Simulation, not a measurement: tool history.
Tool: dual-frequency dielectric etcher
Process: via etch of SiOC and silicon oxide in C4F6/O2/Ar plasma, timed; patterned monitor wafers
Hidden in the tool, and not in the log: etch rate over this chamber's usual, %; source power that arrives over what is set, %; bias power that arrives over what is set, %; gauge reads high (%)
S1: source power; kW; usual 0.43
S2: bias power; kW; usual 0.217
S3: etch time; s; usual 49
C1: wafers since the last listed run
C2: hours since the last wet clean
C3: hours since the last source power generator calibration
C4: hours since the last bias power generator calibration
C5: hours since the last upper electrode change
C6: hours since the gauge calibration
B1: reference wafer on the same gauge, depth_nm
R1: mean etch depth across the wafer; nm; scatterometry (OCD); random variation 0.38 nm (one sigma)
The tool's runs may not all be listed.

{"run": 1, "hour": 0.0, "S1": 0.43, "S2": 0.217, "S3": 49, "C1": 0, "C2": 471.7, "C3": 210.4, "C4": 3255.2, "C5": 4482.9, "C6": 1654.8, "B1": 77.8, "R1": 64.9}
{"run": 2, "hour": 86.3, "S1": 0.5, "S2": 0.217, "S3": 49, "C1": 917, "C2": 558, "C3": 296.7, "C4": 3341.5, "C5": 4569.2, "C6": 1741.1, "B1": 77.7, "R1": 68.8}
{"run": 3, "hour": 185.5, "S1": 0.43, "S2": 0.217, "S3": 49, "C1": 1054, "C2": 657.2, "C3": 395.9, "C4": 3440.7, "C5": 4668.4, "C6": 1840.3, "B1": 77.9, "R1": 65.3}
{"hour": 221.6, "done": "bias power generator calibrated"}
{"run": 4, "hour": 263.5, "S1": 0.43, "S2": 0.217, "S3": 49, "C1": 786, "C2": 735.2, "C3": 473.9, "C4": 41.9, "C5": 4746.4, "C6": 1918.3, "B1": 77.7, "R1": 64.6}
{"hour": 293.2, "done": "wet clean of the chamber"}
{"hour": 305.2, "done": "upper electrode replaced"}
{"run": 5, "hour": 337.1, "S1": 0.43, "S2": 0.217, "S3": 49, "C1": 399, "C2": 43.9, "C3": 547.5, "C4": 115.5, "C5": 31.9, "C6": 1991.9, "B1": 77.7, "R1": 65.1}
{"run": 6, "hour": 431.7, "S1": 0.43, "S2": 0.217, "S3": 49, "C1": 1005, "C2": 138.5, "C3": 642.1, "C4": 210.1, "C5": 126.5, "C6": 2086.5, "B1": 77.6, "R1": 64.9}
{"run": 7, "hour": 527.6, "S1": 0.43, "S2": 0.217, "S3": 49, "C1": 1019, "C2": 234.4, "C3": 738, "C4": 306, "C5": 222.4, "C6": 2182.4, "B1": 77.6, "R1": 65.7}
{"run": 8, "hour": 577.6, "S1": 0.35, "S2": 0.242, "S3": 42.5, "C1": 531, "C2": 284.4, "C3": 788, "C4": 356, "C5": 272.4, "C6": 2232.4, "B1": 77.6, "R1": 52.9}
{"run": 9, "hour": 655.7, "S1": 0.47, "S2": 0.217, "S3": 49, "C1": 830, "C2": 362.5, "C3": 866.1, "C4": 434.1, "C5": 350.5, "C6": 2310.5, "B1": 77.6, "R1": 67.6}
{"run": 10, "hour": 724.2, "S1": 0.43, "S2": 0.258, "S3": 49, "C1": 728, "C2": 431, "C3": 934.6, "C4": 502.6, "C5": 419, "C6": 2379, "B1": 77.7, "R1": 67.6}
{"run": 11, "hour": 793.1, "S1": 0.37, "S2": 0.171, "S3": 49, "C1": 732, "C2": 499.9, "C3": 1003.5, "C4": 571.5, "C5": 487.9, "C6": 2447.9, "B1": 77.8, "R1": 57.7}
{"run": 12, "hour": 845.0, "S1": 0.43, "S2": 0.217, "S3": 39.5, "C1": 551, "C2": 551.8, "C3": 1055.4, "C4": 623.4, "C5": 539.8, "C6": 2499.8, "B1": 77.7, "R1": 52.5}
{"run": 13, "hour": 916.1, "S1": 0.47, "S2": 0.259, "S3": 55.5, "C1": 755, "C2": 622.9, "C3": 1126.5, "C4": 694.5, "C5": 610.9, "C6": 2570.9, "B1": 77.7, "R1": 79.4}
{"hour": 953.6, "done": "wet clean of the chamber"}
{"run": 14, "hour": 973.8, "S1": 0.43, "S2": 0.267, "S3": 41.5, "C1": 358, "C2": 20.2, "C3": 1184.2, "C4": 752.2, "C5": 668.6, "C6": 2628.6, "B1": 77.7, "R1": 57.4}
{"hour": 986.8, "done": "gauge calibrated"}
{"run": 15, "hour": 1164.2, "S1": 0.39, "S2": 0.251, "S3": 49, "C1": 2023, "C2": 210.6, "C3": 1374.6, "C4": 942.6, "C5": 859, "C6": 177.4, "B1": 77.8, "R1": 64.2}
{"run": 16, "hour": 1211.9, "S1": 0.43, "S2": 0.217, "S3": 49, "C1": 506, "C2": 258.3, "C3": 1422.3, "C4": 990.3, "C5": 906.7, "C6": 225.1, "B1": 77.6, "R1": 64.6}
{"run": 17, "hour": 1283.9, "S1": 0.47, "S2": 0.194, "S3": 40.5, "C1": 765, "C2": 330.3, "C3": 1494.3, "C4": 1062.3, "C5": 978.7, "C6": 297.1, "B1": 77.7, "R1": 54.9}
{"run": 18, "hour": 1357.1, "S1": 0.43, "S2": 0.217, "S3": 49, "C1": 777, "C2": 403.5, "C3": 1567.5, "C4": 1135.5, "C5": 1051.9, "C6": 370.3, "B1": 77.7, "R1": 65.1}
{"run": 19, "hour": 1407.8, "S1": 0.46, "S2": 0.248, "S3": 37, "C1": 538, "C2": 454.2, "C3": 1618.2, "C4": 1186.2, "C5": 1102.6, "C6": 421, "B1": 77.6, "R1": 52}
{"run": 20, "hour": 1502.4, "S1": 0.39, "S2": 0.217, "S3": 49, "C1": 1005, "C2": 548.8, "C3": 1712.8, "C4": 1280.8, "C5": 1197.2, "C6": 515.6, "B1": 77.8, "R1": 61.6}
{"run": 21, "hour": 1577.9, "S1": 0.35, "S2": 0.267, "S3": 39, "C1": 802, "C2": 624.3, "C3": 1788.3, "C4": 1356.3, "C5": 1272.7, "C6": 591.1, "B1": 77.6, "R1": 49.3}
{"run": 22, "hour": 1624.0, "S1": 0.52, "S2": 0.171, "S3": 57, "C1": 489, "C2": 670.4, "C3": 1834.4, "C4": 1402.4, "C5": 1318.8, "C6": 637.2, "B1": 77.6, "R1": 78}
{"hour": 1670.1, "done": "wet clean of the chamber"}
{"run": 23, "hour": 1724.9, "S1": 0.43, "S2": 0.217, "S3": 49, "C1": 817, "C2": 54.8, "C3": 1935.3, "C4": 1503.3, "C5": 1419.7, "C6": 738.1, "B1": 77.8, "R1": 65}
{"run": 24, "hour": 1815.1, "S1": 0.33, "S2": 0.217, "S3": 49, "C1": 958, "C2": 145, "C3": 2025.5, "C4": 1593.5, "C5": 1509.9, "C6": 828.3, "B1": 77.7, "R1": 57.4}
{"run": 25, "hour": 1920.9, "S1": 0.43, "S2": 0.217, "S3": 49, "C1": 1124, "C2": 250.8, "C3": 2131.3, "C4": 1699.3, "C5": 1615.7, "C6": 934.1, "B1": 77.6, "R1": 64.9}
{"run": 26, "hour": 2004.3, "S1": 0.39, "S2": 0.251, "S3": 49, "C1": 886, "C2": 334.2, "C3": 2214.7, "C4": 1782.7, "C5": 1699.1, "C6": 1017.5, "B1": 77.7, "R1": 63.7}
{"run": 27, "hour": 2074.9, "S1": 0.4, "S2": 0.197, "S3": 58, "C1": 750, "C2": 404.8, "C3": 2285.3, "C4": 1853.3, "C5": 1769.7, "C6": 1088.1, "B1": 77.7, "R1": 73.1}
{"run": 28, "hour": 2165.5, "S1": 0.43, "S2": 0.217, "S3": 49, "C1": 962, "C2": 495.4, "C3": 2375.9, "C4": 1943.9, "C5": 1860.3, "C6": 1178.7, "B1": 77.8, "R1": 65.2}

Run 29 comes next. What will it give?
{"run": 29, "hour": 2229.4, "S1": 0.43, "S2": 0.217, "S3": 49, "C1": 679, "C2": 559.3, "C3": 2439.8, "C4": 2007.8, "C5": 1924.2, "C6": 1242.6, "B1": "?", "R1": "?"}

B1: 77.8
R1: 64.8 nm
Without the tool's hidden state the same run would have given R1 64.8 nm.
